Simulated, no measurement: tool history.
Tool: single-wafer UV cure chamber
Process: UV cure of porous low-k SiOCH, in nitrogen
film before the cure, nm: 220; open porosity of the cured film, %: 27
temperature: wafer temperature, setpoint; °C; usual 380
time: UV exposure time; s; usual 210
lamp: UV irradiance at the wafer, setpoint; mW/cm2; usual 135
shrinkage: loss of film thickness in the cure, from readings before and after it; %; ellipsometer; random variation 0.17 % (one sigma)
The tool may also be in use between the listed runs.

| run | hour | temperature | time | lamp | shrinkage |
|---|---|---|---|---|---|
| 1 | 0 | 380 | 210 | 135 | 14.485 |
| 2 | 45.2 | 391 | 210 | 135 | 14.573 |
| 3 | 84.7 | 380 | 210 | 135 | 14.011 |
| 4 | 133.7 | 380 | 210 | 135 | 14.176 |
| 5 | 196.4 | 375 | 210 | 135 | 14.199 |
| 6 | 247.3 | 375 | 210 | 135 | 14.04 |
| 7 | 296 | 375 | 210 | 135 | 13.828 |
| 8 | 358.9 | 365 | 210 | 135 | 13.707 |
| 9 | 387.1 | 365 | 210 | 135 | 13.579 |
| 10 | 414.5 | 365 | 210 | 135 | 13.486 |
| 11 | 480.2 | 380 | 210 | 135 | 13.519 |
| 12 | 509.5 | 380 | 210 | 135 | 13.511 |
| 13 | 572.5 | 380 | 210 | 135 | 13.857 |
| 14 | 597.8 | 373 | 210 | 108 | 12.417 |
| 15 | 659.9 | 373 | 210 | 108 | 11.765 |
| 16 | 719.2 | 373 | 210 | 108 | 11.975 |
| 17 | 785.9 | 380 | 210 | 135 | 13.296 |
|  | 794.2 | quartz window cleaned |
| 18 | 813.1 | 380 | 210 | 135 | 13.83 |
| 19 | 876 | 380 | 210 | 135 | 13.88 |
| 20 | 928.1 | 380 | 210 | 135 | 13.849 |
| 21 | 981.2 | 380 | 210 | 135 | 13.768 |
| 22 | 1028.3 | 392 | 260 | 96 | 13.434 |
| 23 | 1073.8 | 362 | 150 | 166 | 13.02 |
| 24 | 1122.4 | 386 | 245 | 135 | 15.146 |
| 25 | 1148.4 | 394 | 130 | 173 | 12.986 |

The next listed run, before its measurement:
| 26 | 1214.6 | 380 | 210 | 135 | ? |

Run 26 gave shrinkage 13.801 %.
Without the tool's hidden state the same run would have given shrinkage 15.536 %.

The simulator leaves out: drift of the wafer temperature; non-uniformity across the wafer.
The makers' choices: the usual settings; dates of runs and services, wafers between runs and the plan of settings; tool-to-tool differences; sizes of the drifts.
